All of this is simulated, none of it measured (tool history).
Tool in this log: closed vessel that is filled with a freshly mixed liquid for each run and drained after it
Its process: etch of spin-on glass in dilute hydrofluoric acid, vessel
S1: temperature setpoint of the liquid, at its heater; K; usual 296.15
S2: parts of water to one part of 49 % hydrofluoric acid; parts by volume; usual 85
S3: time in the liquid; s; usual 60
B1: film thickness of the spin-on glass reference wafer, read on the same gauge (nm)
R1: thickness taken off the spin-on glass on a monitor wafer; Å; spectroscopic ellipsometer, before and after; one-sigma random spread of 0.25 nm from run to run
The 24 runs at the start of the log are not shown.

{"run": 25, "day": 58.775, "S1": 296.15, "S2": 45, "S3": 60, "B1": 30.02, "R1": 573.6}
{"run": 26, "day": 60.35, "S1": 299.15, "S2": 70, "S3": 75, "B1": 29.99, "R1": 494}
{"run": 27, "day": 61.379, "S1": 300.15, "S2": 85, "S3": 60, "B1": 30, "R1": 341.8}
{"run": 28, "day": 63.275, "S1": 296.15, "S2": 120, "S3": 30, "B1": 29.99, "R1": 98.8}
{"day": 64.15, "done": "hydrofluoric acid flow meter replaced"}
{"run": 29, "day": 64.379, "S1": 300.65, "S2": 110, "S3": 30, "B1": 29.99, "R1": 111.6}
{"run": 30, "day": 66.625, "S1": 300.15, "S2": 85, "S3": 60, "B1": 30.02, "R1": 296.4}
{"day": 67.012, "done": "gauge calibrated"}
{"run": 31, "day": 67.679, "S1": 301.15, "S2": 55, "S3": 80, "B1": 29.98, "R1": 671.2}
{"run": 32, "day": 70.362, "S1": 296.15, "S2": 45, "S3": 60, "B1": 29.99, "R1": 508.6}
{"run": 33, "day": 72.542, "S1": 292.15, "S2": 85, "S3": 60, "B1": 29.98, "R1": 216.7}

Forecast each of these 5 alternatives for the next run:
{"run": "A", "day": 72.571, "S1": 296.15, "S2": 85, "S3": 60, "B1": "?", "R1": "?"}
{"run": "B", "day": 72.571, "S1": 292.65, "S2": 115, "S3": 80, "B1": "?", "R1": "?"}
{"run": "C", "day": 72.571, "S1": 294.65, "S2": 55, "S3": 35, "B1": "?", "R1": "?"}
{"run": "D", "day": 72.571, "S1": 294.15, "S2": 55, "S3": 30, "B1": "?", "R1": "?"}
{"run": "E", "day": 72.571, "S1": 300.65, "S2": 110, "S3": 60, "B1": "?", "R1": "?"}

run=A B1=29.99 R1=257.2
run=B B1=29.99 R1=212.5
run=C B1=29.99 R1=226
run=D B1=29.99 R1=189.7
run=E B1=29.99 R1=229.9
Take away the tool's hidden state, keep each run's random variation, and the runs would have read:
run=A R1=249.8
run=B R1=206.3
run=C R1=219.7
run=D R1=184.4
run=E R1=223.1

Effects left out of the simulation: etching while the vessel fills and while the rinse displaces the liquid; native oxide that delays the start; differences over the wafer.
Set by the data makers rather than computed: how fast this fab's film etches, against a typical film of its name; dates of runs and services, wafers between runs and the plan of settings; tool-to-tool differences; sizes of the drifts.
